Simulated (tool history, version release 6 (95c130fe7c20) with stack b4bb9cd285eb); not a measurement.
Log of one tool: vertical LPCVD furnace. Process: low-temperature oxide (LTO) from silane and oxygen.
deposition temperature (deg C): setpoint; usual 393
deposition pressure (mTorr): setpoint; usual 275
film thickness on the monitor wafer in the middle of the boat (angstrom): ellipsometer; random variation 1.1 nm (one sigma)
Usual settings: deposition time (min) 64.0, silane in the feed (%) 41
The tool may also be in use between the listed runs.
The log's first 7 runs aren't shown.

run	hour	deposition temperature (deg C)	deposition pressure (mTorr)	deposition time (min)	silane in the feed (%)	read-back reference wafer on the same gauge, thickness	film thickness on the monitor wafer in the middle of the boat (angstrom)
8	85.0	393	275	64.0	41	667.42	6944.6
9	102.3	393	275	64.0	41	667.38	6967.3
10	115.9	393	275	64.0	41	666.89	6963.2
11	132.4	393	275	64.0	41	667.22	6988.2
# hour 164.9: thermocouples replaced and temperature profile calibrated
# hour 167.4: silane flow controller replaced
12	167.9	393	275	64.0	41	667.02	7311.9
13	172.6	393	275	64.0	41	667.36	7277.8
14	177.3	387	275	64.0	41	666.79	6792.5
15	182.0	393	235	70.5	45	666.54	7643.3
16	226.0	390	275	64.0	41	666.71	7037.5
17	244.9	393	275	64.0	41	667.21	7294.6
18	261.0	393	305	64.0	37	667.20	7071.0
19	277.6	393	275	64.0	45	666.99	8107.1
# hour 312.9: pressure gauge zeroed
20	313.4	393	275	64.0	41	666.64	7028.0
21	318.1	399	230	56.0	44	666.77	5942.4
22	322.8	393	275	46.5	41	667.05	5113.8
23	333.2	387	275	72.0	38	666.96	6704.7
# hour 334.3: gauge calibrated
24	344.8	393	275	86.5	44	666.90	10296.0
25	356.7	385	210	64.0	41	666.80	4888.8
26	367.8	393	275	64.0	41	667.10	7013.2
27	379.4	393	335	57.5	33	667.16	5767.9
28	391.6	386	240	46.0	41	667.22	4061.3
29	403.0	393	275	64.0	41	667.32	6996.8
30	437.3	393	275	48.0	41	666.71	5256.8

5 ways to go on from here, each from the tool as it stands after run 30. What would each give?
A	442.1	393	275	64.0	41	?	?
B	442.1	393	275	64.0	44	?	?
C	442.1	397	245	64.0	41	?	?
D	442.1	405	255	43.5	39	?	?
E	442.1	399	275	64.0	41	?	?

run	read-back reference wafer on the same gauge, thickness	film thickness on the monitor wafer in the middle of the boat (angstrom)
A	667.06	6991.6
B	667.06	7582.3
C	667.06	6510.5
D	667.06	4737.6
E	667.06	7474.8
Without the tool's hidden state the same runs would have given:
run	film thickness on the monitor wafer in the middle of the boat (angstrom)
A	7070.8
B	7661.2
C	6587.1
D	4794.6
E	7558.6

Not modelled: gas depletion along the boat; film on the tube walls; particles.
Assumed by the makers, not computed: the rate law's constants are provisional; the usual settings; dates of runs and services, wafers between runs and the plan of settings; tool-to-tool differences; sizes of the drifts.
